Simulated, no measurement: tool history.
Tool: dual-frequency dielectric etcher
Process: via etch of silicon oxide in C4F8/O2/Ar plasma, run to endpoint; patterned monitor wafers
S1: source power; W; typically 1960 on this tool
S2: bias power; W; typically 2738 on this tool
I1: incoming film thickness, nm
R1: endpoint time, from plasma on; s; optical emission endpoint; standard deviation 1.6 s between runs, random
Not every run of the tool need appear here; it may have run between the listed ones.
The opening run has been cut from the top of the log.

{"run": 2, "hour": 25.3, "S1": 1960, "S2": 2738, "I1": 968.4, "R1": 175.8}
{"run": 3, "hour": 71.4, "S1": 1960, "S2": 2738, "I1": 953.5, "R1": 172.6}
{"run": 4, "hour": 112.5, "S1": 1960, "S2": 2738, "I1": 955.1, "R1": 174.2}
{"run": 5, "hour": 418.1, "S1": 1960, "S2": 2738, "I1": 967.4, "R1": 173.7}
{"run": 6, "hour": 454.8, "S1": 1960, "S2": 2738, "I1": 946.8, "R1": 170.0}
{"run": 7, "hour": 548.8, "S1": 1960, "S2": 2738, "I1": 954.1, "R1": 167.2}
{"run": 8, "hour": 650.5, "S1": 1960, "S2": 2738, "I1": 950.7, "R1": 167.7}
{"hour": 695.8, "done": "wet clean of the chamber"}
{"run": 9, "hour": 696.3, "S1": 2330, "S2": 2738, "I1": 948.5, "R1": 162.2}
{"hour": 779.1, "done": "bias power generator calibrated"}
{"run": 10, "hour": 779.6, "S1": 2330, "S2": 2738, "I1": 965.0, "R1": 164.1}
{"run": 11, "hour": 836.7, "S1": 2330, "S2": 2738, "I1": 961.6, "R1": 163.2}
{"run": 12, "hour": 884.4, "S1": 1960, "S2": 2881, "I1": 947.0, "R1": 166.9}
{"run": 13, "hour": 931.6, "S1": 1960, "S2": 2738, "I1": 952.2, "R1": 169.4}
{"run": 14, "hour": 985.0, "S1": 1960, "S2": 2331, "I1": 949.5, "R1": 180.4}
{"hour": 1072.7, "done": "upper electrode replaced, of another model than before"}
{"run": 15, "hour": 1090.2, "S1": 1680, "S2": 2914, "I1": 954.1, "R1": 180.0}
{"run": 16, "hour": 1166.6, "S1": 2100, "S2": 2188, "I1": 963.5, "R1": 181.0}
{"run": 17, "hour": 1215.7, "S1": 1960, "S2": 2738, "I1": 957.1, "R1": 170.6}
{"run": 18, "hour": 1305.1, "S1": 1960, "S2": 3315, "I1": 960.8, "R1": 159.1}
{"hour": 1346.1, "done": "wet clean of the chamber"}
{"run": 19, "hour": 1375.6, "S1": 1960, "S2": 2738, "I1": 956.0, "R1": 179.3}
{"run": 20, "hour": 1468.8, "S1": 1960, "S2": 2738, "I1": 955.5, "R1": 176.8}
{"run": 21, "hour": 1517.6, "S1": 2400, "S2": 2181, "I1": 952.5, "R1": 171.4}
{"run": 22, "hour": 1571.9, "S1": 1700, "S2": 3129, "I1": 964.7, "R1": 180.1}
{"run": 23, "hour": 1651.4, "S1": 1600, "S2": 3376, "I1": 963.0, "R1": 179.7}

Run 24 comes next. What will it give?
{"hour": 1679.2, "done": "source power generator calibrated"}
{"run": 24, "hour": 1714.1, "S1": 1820, "S2": 2738, "I1": 954.7, "R1": "?"}

Run 24 gave R1 177.6 s.
The same run, on a tool lacking any hidden state, would have yielded R1 182.5 s.
